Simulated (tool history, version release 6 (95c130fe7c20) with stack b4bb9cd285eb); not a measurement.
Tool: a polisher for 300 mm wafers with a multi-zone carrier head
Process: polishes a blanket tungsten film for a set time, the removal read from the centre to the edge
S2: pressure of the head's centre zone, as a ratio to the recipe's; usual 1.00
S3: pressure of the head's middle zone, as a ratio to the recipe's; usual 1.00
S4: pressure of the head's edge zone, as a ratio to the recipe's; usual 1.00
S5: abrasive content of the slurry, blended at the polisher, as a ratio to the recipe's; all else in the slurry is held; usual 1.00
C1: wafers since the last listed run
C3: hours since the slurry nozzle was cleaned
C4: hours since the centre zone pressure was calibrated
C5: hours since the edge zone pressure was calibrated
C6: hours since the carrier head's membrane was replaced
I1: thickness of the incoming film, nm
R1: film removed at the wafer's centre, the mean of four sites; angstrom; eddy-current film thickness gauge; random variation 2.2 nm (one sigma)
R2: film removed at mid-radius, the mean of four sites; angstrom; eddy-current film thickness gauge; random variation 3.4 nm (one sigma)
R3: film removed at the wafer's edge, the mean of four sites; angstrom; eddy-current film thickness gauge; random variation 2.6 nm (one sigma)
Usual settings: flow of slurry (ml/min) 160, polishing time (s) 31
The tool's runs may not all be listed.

Run 1, hour 0.0: usual settings; C1 0; wafers polished on this pad 445; C3 599.3; C4 877.4; C5 1123.0; C6 911.4; I1 664.6. Result: R1 2286 angstrom, R2 2309 angstrom, R3 2364 angstrom.
Run 2, hour 22.8: usual settings; C1 273; wafers polished on this pad 718; C3 622.1; C4 900.2; C5 1145.8; C6 934.2; I1 664.7. Result: R1 2224 angstrom, R2 2291 angstrom, R3 2385 angstrom.
At hour 38.9: worn pad replaced by a new one.
Run 3, hour 54.3: usual settings but S3 0.96, polishing time (s) 24; C1 329; wafers polished on this pad 184; C3 653.6; C4 931.7; C5 1177.3; C6 965.7; I1 669.0. Result: R1 1759 angstrom, R2 1697 angstrom, R3 1815 angstrom.
Run 4, hour 87.1: usual settings but S5 1.20; C1 392; wafers polished on this pad 577; C3 686.4; C4 964.5; C5 1210.1; C6 998.5; I1 674.0. Result: R1 2281 angstrom, R2 2341 angstrom, R3 2398 angstrom.
At hour 124.5: worn pad replaced by a new one.
Run 5, hour 125.0: usual settings but S5 1.20; C1 405; wafers polished on this pad 6; C3 724.3; C4 1002.4; C5 1248.0; C6 1036.4; I1 669.0. Result: R1 2312 angstrom, R2 2295 angstrom, R3 2371 angstrom.
At hour 138.7: carrier head's membrane replaced by a new one.
Run 6, hour 147.9: usual settings but S2 1.04; C1 214; wafers polished on this pad 220; C3 747.2; C4 1025.3; C5 1270.9; C6 9.2; I1 669.6. Result: R1 2337 angstrom, R2 2266 angstrom, R3 2361 angstrom.
At hour 164.5: edge zone pressure recalibrated.
Run 7, hour 179.0: usual settings; C1 348; wafers polished on this pad 569; C3 778.3; C4 1056.4; C5 14.5; C6 40.3; I1 662.5. Result: R1 2181 angstrom, R2 2305 angstrom, R3 2303 angstrom.
At hour 200.5: centre zone pressure recalibrated.
At hour 202.3: slurry nozzle cleaned.
At hour 217.6: worn pad replaced by a new one.
Run 8, hour 218.1: usual settings; C1 384; wafers polished on this pad 6; C3 15.8; C4 17.6; C5 53.6; C6 79.4; I1 675.4. Result: R1 1934 angstrom, R2 2014 angstrom, R3 2201 angstrom.
Run 9, hour 245.3: usual settings but S2 1.04; C1 325; wafers polished on this pad 332; C3 43.0; C4 44.8; C5 80.8; C6 106.6; I1 666.9. Result: R1 2028 angstrom, R2 2009 angstrom, R3 2163 angstrom.
At hour 262.7: slurry nozzle cleaned, repeated, since the last time left the tool worse.
Run 10, hour 275.8: usual settings but flow of slurry (ml/min) 175, polishing time (s) 26; C1 353; wafers polished on this pad 685; C3 13.1; C4 75.3; C5 111.3; C6 137.1; I1 662.6. Result: R1 2041 angstrom, R2 2026 angstrom, R3 2059 angstrom.
At hour 299.0: worn pad replaced by a new one.
Run 11, hour 299.5: usual settings but flow of slurry (ml/min) 135, S3 1.11, S4 0.95, polishing time (s) 37; C1 235; wafers polished on this pad 6; C3 36.8; C4 99.0; C5 135.0; C6 160.8; I1 668.1. Result: R1 2755 angstrom, R2 3081 angstrom, R3 2748 angstrom.
Run 12, hour 314.5: usual settings but flow of slurry (ml/min) 120, S4 0.94; C1 179; wafers polished on this pad 186; C3 51.8; C4 114.0; C5 150.0; C6 175.8; I1 666.0. Result: R1 2251 angstrom, R2 2291 angstrom, R3 2308 angstrom.
Run 13, hour 345.6: usual settings but flow of slurry (ml/min) 120, S2 0.96, S3 0.96; C1 372; wafers polished on this pad 558; C3 82.9; C4 145.1; C5 181.1; C6 206.9; I1 671.0. Result: R1 2133 angstrom, R2 2181 angstrom, R3 2378 angstrom.
Run 14, hour 360.4: usual settings but flow of slurry (ml/min) 130, S4 1.04; C1 177; wafers polished on this pad 735; C3 97.7; C4 159.9; C5 195.9; C6 221.7; I1 671.0. Result: R1 2219 angstrom, R2 2243 angstrom, R3 2416 angstrom.
Run 15, hour 382.8: usual settings but flow of slurry (ml/min) 175, polishing time (s) 26; C1 268; wafers polished on this pad 1004; C3 120.1; C4 182.3; C5 218.3; C6 244.1; I1 669.4. Result: R1 2015 angstrom, R2 2033 angstrom, R3 2072 angstrom.
At hour 391.0: worn pad replaced by a new one.
Run 16, hour 405.6: usual settings but S3 0.89, S4 1.11, S5 0.80, polishing time (s) 39; C1 225; wafers polished on this pad 174; C3 142.9; C4 205.1; C5 241.1; C6 266.9; I1 679.5. Result: R1 2889 angstrom, R2 2705 angstrom, R3 3166 angstrom.

What the log doesn't show, run by run:
removal rate lost through wear of the pad, %: 0 in every run
deviation of the centre zone's pressure from its setpoint, %: 0 in every run
deviation of the edge zone's pressure from its setpoint, %: 0 in every run
H1: slurry flow missing at the pad, %
run    H1
  1  21.7
  2  22.5
  3  23.6
  4  24.7
  5  26.1
  6  26.9
  7  27.9
  8  50.5
  9  51.4
 10  2.92
 11  3.75
 12  4.27
 13  5.35
 14  5.87
 15  6.65
 16  7.44
